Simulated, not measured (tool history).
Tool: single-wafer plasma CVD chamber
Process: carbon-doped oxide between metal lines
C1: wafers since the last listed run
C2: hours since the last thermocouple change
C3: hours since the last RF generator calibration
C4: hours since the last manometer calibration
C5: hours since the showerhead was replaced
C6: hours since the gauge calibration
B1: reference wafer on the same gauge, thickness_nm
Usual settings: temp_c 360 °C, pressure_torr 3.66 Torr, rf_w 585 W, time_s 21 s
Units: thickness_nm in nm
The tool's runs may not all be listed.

{"run": 1, "day": 0.0, "temp_c": 360, "pressure_torr": 3.66, "rf_w": 585, "time_s": 22.8, "C1": 0, "C2": 1364.1, "C3": 863.1, "C4": 1258.4, "C5": 3810.8, "C6": 131.3, "B1": 108.799, "thickness_nm": 128.859}
{"run": 2, "day": 2.879, "temp_c": 360, "pressure_torr": 3.66, "rf_w": 585, "time_s": 22.8, "C1": 2430, "C2": 1433.2, "C3": 932.2, "C4": 1327.5, "C5": 3879.9, "C6": 200.4, "B1": 108.717, "thickness_nm": 126.924}
{"day": 3.329, "done": "capacitance manometer re-zeroed and calibrated"}
{"run": 3, "day": 4.683, "temp_c": 360, "pressure_torr": 3.66, "rf_w": 585, "time_s": 21, "C1": 1241, "C2": 1476.5, "C3": 975.5, "C4": 32.5, "C5": 3923.2, "C6": 243.7, "B1": 108.824, "thickness_nm": 117.799}
{"run": 4, "day": 12.825, "temp_c": 360, "pressure_torr": 3.66, "rf_w": 585, "time_s": 21, "C1": 6873, "C2": 1671.9, "C3": 1170.9, "C4": 227.9, "C5": 4118.6, "C6": 439.1, "B1": 109.052, "thickness_nm": 116.096}
{"run": 5, "day": 15.45, "temp_c": 360, "pressure_torr": 3.66, "rf_w": 585, "time_s": 21, "C1": 2216, "C2": 1734.9, "C3": 1233.9, "C4": 290.9, "C5": 4181.6, "C6": 502.1, "B1": 109.205, "thickness_nm": 116.797}
{"run": 6, "day": 16.658, "temp_c": 360, "pressure_torr": 3.66, "rf_w": 585, "time_s": 21, "C1": 1020, "C2": 1763.9, "C3": 1262.9, "C4": 319.9, "C5": 4210.6, "C6": 531.1, "B1": 108.902, "thickness_nm": 117.346}
{"run": 7, "day": 17.888, "temp_c": 349, "pressure_torr": 3.66, "rf_w": 585, "time_s": 21, "C1": 1037, "C2": 1793.4, "C3": 1292.4, "C4": 349.4, "C5": 4240.1, "C6": 560.6, "B1": 108.84, "thickness_nm": 119.659}
{"run": 8, "day": 19.358, "temp_c": 349, "pressure_torr": 3.66, "rf_w": 585, "time_s": 21, "C1": 1241, "C2": 1828.7, "C3": 1327.7, "C4": 384.7, "C5": 4275.4, "C6": 595.9, "B1": 109.06, "thickness_nm": 121.438}
{"run": 9, "day": 21.721, "temp_c": 349, "pressure_torr": 3.66, "rf_w": 585, "time_s": 21, "C1": 1994, "C2": 1885.4, "C3": 1384.4, "C4": 441.4, "C5": 4332.1, "C6": 652.6, "B1": 109.271, "thickness_nm": 120.006}
{"run": 10, "day": 23.367, "temp_c": 360, "pressure_torr": 3.66, "rf_w": 645, "time_s": 21, "C1": 1389, "C2": 1924.9, "C3": 1423.9, "C4": 480.9, "C5": 4371.6, "C6": 692.1, "B1": 108.891, "thickness_nm": 125.906}
{"run": 11, "day": 25.675, "temp_c": 360, "pressure_torr": 3.66, "rf_w": 645, "time_s": 21, "C1": 1948, "C2": 1980.3, "C3": 1479.3, "C4": 536.3, "C5": 4427, "C6": 747.5, "B1": 109.229, "thickness_nm": 124.614}
{"run": 12, "day": 26.729, "temp_c": 360, "pressure_torr": 3.66, "rf_w": 645, "time_s": 21, "C1": 889, "C2": 2005.6, "C3": 1504.6, "C4": 561.6, "C5": 4452.3, "C6": 772.8, "B1": 108.839, "thickness_nm": 124.682}
{"run": 13, "day": 28.15, "temp_c": 360, "pressure_torr": 3.66, "rf_w": 585, "time_s": 23.3, "C1": 1199, "C2": 2039.7, "C3": 1538.7, "C4": 595.7, "C5": 4486.4, "C6": 806.9, "B1": 108.737, "thickness_nm": 129.134}
{"run": 14, "day": 31.429, "temp_c": 372, "pressure_torr": 3.66, "rf_w": 585, "time_s": 21, "C1": 2768, "C2": 2118.4, "C3": 1617.4, "C4": 674.4, "C5": 4565.1, "C6": 885.6, "B1": 109.184, "thickness_nm": 113.24}
{"day": 32.788, "done": "RF generator calibrated"}
{"run": 15, "day": 32.942, "temp_c": 349, "pressure_torr": 3.66, "rf_w": 585, "time_s": 21, "C1": 995, "C2": 2154.7, "C3": 3.7, "C4": 710.7, "C5": 4601.4, "C6": 921.9, "B1": 108.976, "thickness_nm": 123.092}
{"run": 16, "day": 35.896, "temp_c": 360, "pressure_torr": 3.66, "rf_w": 585, "time_s": 21, "C1": 2493, "C2": 2225.6, "C3": 74.6, "C4": 781.6, "C5": 4672.3, "C6": 992.8, "B1": 109.009, "thickness_nm": 118.987}
{"day": 37.496, "done": "gauge calibrated"}
{"run": 17, "day": 38.625, "temp_c": 354, "pressure_torr": 3.18, "rf_w": 585, "time_s": 19, "C1": 2304, "C2": 2291.1, "C3": 140.1, "C4": 847.1, "C5": 4737.8, "C6": 27.1, "B1": 108.941, "thickness_nm": 108.855}
{"run": 18, "day": 39.754, "temp_c": 360, "pressure_torr": 4.53, "rf_w": 585, "time_s": 19.6, "C1": 953, "C2": 2318.2, "C3": 167.2, "C4": 874.2, "C5": 4764.9, "C6": 54.2, "B1": 109.03, "thickness_nm": 113.797}
{"day": 40.279, "done": "showerhead replaced"}
{"run": 19, "day": 42.579, "temp_c": 360, "pressure_torr": 2.81, "rf_w": 585, "time_s": 22.9, "C1": 2103, "C2": 2386, "C3": 235, "C4": 942, "C5": 55.2, "C6": 122, "B1": 108.985, "thickness_nm": 126.371}
{"run": 20, "day": 45.333, "temp_c": 346, "pressure_torr": 3.66, "rf_w": 640, "time_s": 24.4, "C1": 2325, "C2": 2452.1, "C3": 301.1, "C4": 1008.1, "C5": 121.3, "C6": 188.1, "B1": 109.138, "thickness_nm": 152.948}
{"day": 48.1, "done": "capacitance manometer re-zeroed and calibrated"}
{"day": 48.204, "done": "thermocouple changed; heater temperature recalibrated"}
{"run": 21, "day": 48.225, "temp_c": 360, "pressure_torr": 2.79, "rf_w": 670, "time_s": 21, "C1": 2071, "C2": 0.5, "C3": 370.5, "C4": 3, "C5": 190.7, "C6": 257.5, "B1": 109.334, "thickness_nm": 128.656}
{"run": 22, "day": 49.275, "temp_c": 360, "pressure_torr": 3.66, "rf_w": 585, "time_s": 22.8, "C1": 886, "C2": 25.7, "C3": 395.7, "C4": 28.2, "C5": 215.9, "C6": 282.7, "B1": 108.818, "thickness_nm": 128.827}
{"run": 23, "day": 51.904, "temp_c": 353, "pressure_torr": 4.19, "rf_w": 630, "time_s": 18.2, "C1": 2219, "C2": 88.8, "C3": 458.8, "C4": 91.3, "C5": 279, "C6": 345.8, "B1": 109.071, "thickness_nm": 112.293}
{"run": 24, "day": 53.817, "temp_c": 360, "pressure_torr": 2.79, "rf_w": 670, "time_s": 21, "C1": 1614, "C2": 134.7, "C3": 504.7, "C4": 137.2, "C5": 324.9, "C6": 391.7, "B1": 109.054, "thickness_nm": 128.747}
{"run": 25, "day": 58.033, "temp_c": 365, "pressure_torr": 3.26, "rf_w": 665, "time_s": 21, "C1": 3559, "C2": 235.9, "C3": 605.9, "C4": 238.4, "C5": 426.1, "C6": 492.9, "B1": 109.075, "thickness_nm": 128.135}
{"run": 26, "day": 60.825, "temp_c": 360, "pressure_torr": 3.66, "rf_w": 585, "time_s": 21, "C1": 2356, "C2": 302.9, "C3": 672.9, "C4": 305.4, "C5": 493.1, "C6": 559.9, "B1": 109.086, "thickness_nm": 117.128}
{"run": 27, "day": 63.246, "temp_c": 360, "pressure_torr": 4.11, "rf_w": 585, "time_s": 17.7, "C1": 2043, "C2": 361, "C3": 731, "C4": 363.5, "C5": 551.2, "C6": 618, "B1": 108.878, "thickness_nm": 100.333}
{"run": 28, "day": 65.596, "temp_c": 360, "pressure_torr": 3.92, "rf_w": 585, "time_s": 21, "C1": 1983, "C2": 417.4, "C3": 787.4, "C4": 419.9, "C5": 607.6, "C6": 674.4, "B1": 109.051, "thickness_nm": 119.65}
{"run": 29, "day": 67.308, "temp_c": 360, "pressure_torr": 3.66, "rf_w": 585, "time_s": 21, "C1": 1445, "C2": 458.5, "C3": 828.5, "C4": 461, "C5": 648.7, "C6": 715.5, "B1": 109.135, "thickness_nm": 117.403}

Forecast each of these 3 alternatives for the next run:
{"run": "A", "day": 67.325, "temp_c": 360, "pressure_torr": 3.66, "rf_w": 500, "time_s": 21, "C1": 14, "C2": 458.9, "C3": 828.9, "C4": 461.4, "C5": 649.1, "C6": 715.9, "B1": "?", "thickness_nm": "?"}
{"run": "B", "day": 67.325, "temp_c": 354, "pressure_torr": 3.09, "rf_w": 630, "time_s": 18.6, "C1": 14, "C2": 458.9, "C3": 828.9, "C4": 461.4, "C5": 649.1, "C6": 715.9, "B1": "?", "thickness_nm": "?"}
{"run": "C", "day": 67.325, "temp_c": 370, "pressure_torr": 3.66, "rf_w": 640, "time_s": 21, "C1": 14, "C2": 458.9, "C3": 828.9, "C4": 461.4, "C5": 649.1, "C6": 715.9, "B1": "?", "thickness_nm": "?"}

run=A B1=108.928 thickness_nm=103.247
run=B B1=108.928 thickness_nm=110.883
run=C B1=108.928 thickness_nm=123.579
Without the tool's hidden state the same runs would have given:
run=A thickness_nm=105.089
run=B thickness_nm=112.77
run=C thickness_nm=125.667

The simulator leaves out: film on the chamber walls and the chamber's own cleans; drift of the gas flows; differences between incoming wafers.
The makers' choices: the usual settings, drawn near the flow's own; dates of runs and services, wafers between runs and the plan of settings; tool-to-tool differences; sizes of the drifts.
